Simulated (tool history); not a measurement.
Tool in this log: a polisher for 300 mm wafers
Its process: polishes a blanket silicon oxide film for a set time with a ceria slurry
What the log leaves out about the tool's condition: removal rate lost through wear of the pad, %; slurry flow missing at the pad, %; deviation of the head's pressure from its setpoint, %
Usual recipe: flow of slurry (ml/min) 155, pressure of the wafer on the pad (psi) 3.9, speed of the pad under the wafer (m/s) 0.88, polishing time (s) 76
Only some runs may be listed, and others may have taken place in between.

| run | hour | flow of slurry (ml/min) | pressure of the wafer on the pad (psi) | speed of the pad under the wafer (m/s) | polishing time (s) | wafers since the last listed run | wafers polished on this pad | hours since the slurry nozzle was cleaned | hours since the head pressure was calibrated | incoming thickness of the incoming film, nm | film removed (angstrom) |
|---|---|---|---|---|---|---|---|---|---|---|---|
| 1 | 0.0 | 155 | 3.9 | 0.88 | 88 | 0 | 96 | 221.8 | 279.1 | 1145.8 | 4161 |
| 2 | 13.8 | 155 | 3.9 | 0.88 | 66 | 133 | 230 | 235.6 | 292.9 | 1145.9 | 3185 |
| 3 | 35.0 | 155 | 3.9 | 0.88 | 61 | 205 | 435 | 256.8 | 314.1 | 1131.1 | 2907 |
| 4 | 46.8 | 155 | 3.9 | 0.88 | 61 | 114 | 550 | 268.6 | 325.9 | 1142.8 | 2839 |
| 5 | 60.1 | 155 | 3.9 | 0.88 | 61 | 128 | 679 | 281.9 | 339.2 | 1135.4 | 2891 |
| 6 | 70.3 | 155 | 3.2 | 0.88 | 76 | 98 | 777 | 292.1 | 349.4 | 1159.9 | 3113 |
| 7 | 77.3 | 155 | 3.9 | 0.88 | 76 | 67 | 845 | 299.1 | 356.4 | 1142.3 | 3653 |
| 8 | 87.2 | 155 | 3.9 | 0.88 | 76 | 95 | 941 | 309.0 | 366.3 | 1147.2 | 3657 |
| 9 | 99.4 | 155 | 3.9 | 0.88 | 76 | 118 | 1059 | 321.2 | 378.5 | 1149.7 | 3543 |
| 10 | 114.6 | 155 | 4.5 | 0.88 | 76 | 147 | 1206 | 336.4 | 393.7 | 1163.5 | 4093 |
| 11 | 131.0 | 155 | 3.9 | 0.88 | 76 | 158 | 1365 | 352.8 | 410.1 | 1131.1 | 3665 |
| 12 | 140.7 | 155 | 3.9 | 0.88 | 76 | 93 | 1459 | 362.5 | 419.8 | 1149.9 | 3552 |
|  | 149.4 | worn pad replaced by a new one |
| 13 | 151.3 | 155 | 4.6 | 0.88 | 76 | 63 | 18 | 373.1 | 430.4 | 1148.3 | 4207 |
|  | 154.8 | slurry nozzle cleaned |
| 14 | 167.8 | 155 | 4.6 | 0.88 | 76 | 150 | 168 | 13.0 | 446.9 | 1143.5 | 4182 |
| 15 | 175.8 | 130 | 3.9 | 0.88 | 76 | 77 | 246 | 21.0 | 454.9 | 1161.4 | 3479 |
| 16 | 181.9 | 155 | 3.9 | 0.80 | 92 | 59 | 305 | 27.1 | 461.0 | 1149.7 | 3972 |
| 17 | 217.1 | 155 | 3.9 | 0.88 | 76 | 341 | 646 | 62.3 | 496.2 | 1137.3 | 3635 |

What does the tool deliver on the next run?
| 18 | 224.4 | 175 | 3.9 | 0.62 | 76 | 70 | 716 | 69.6 | 503.5 | 1166.1 | ? |

Run 18 measured film removed (angstrom) 2573.
With no hidden state in the tool, this same run would have given film removed (angstrom) 2573.

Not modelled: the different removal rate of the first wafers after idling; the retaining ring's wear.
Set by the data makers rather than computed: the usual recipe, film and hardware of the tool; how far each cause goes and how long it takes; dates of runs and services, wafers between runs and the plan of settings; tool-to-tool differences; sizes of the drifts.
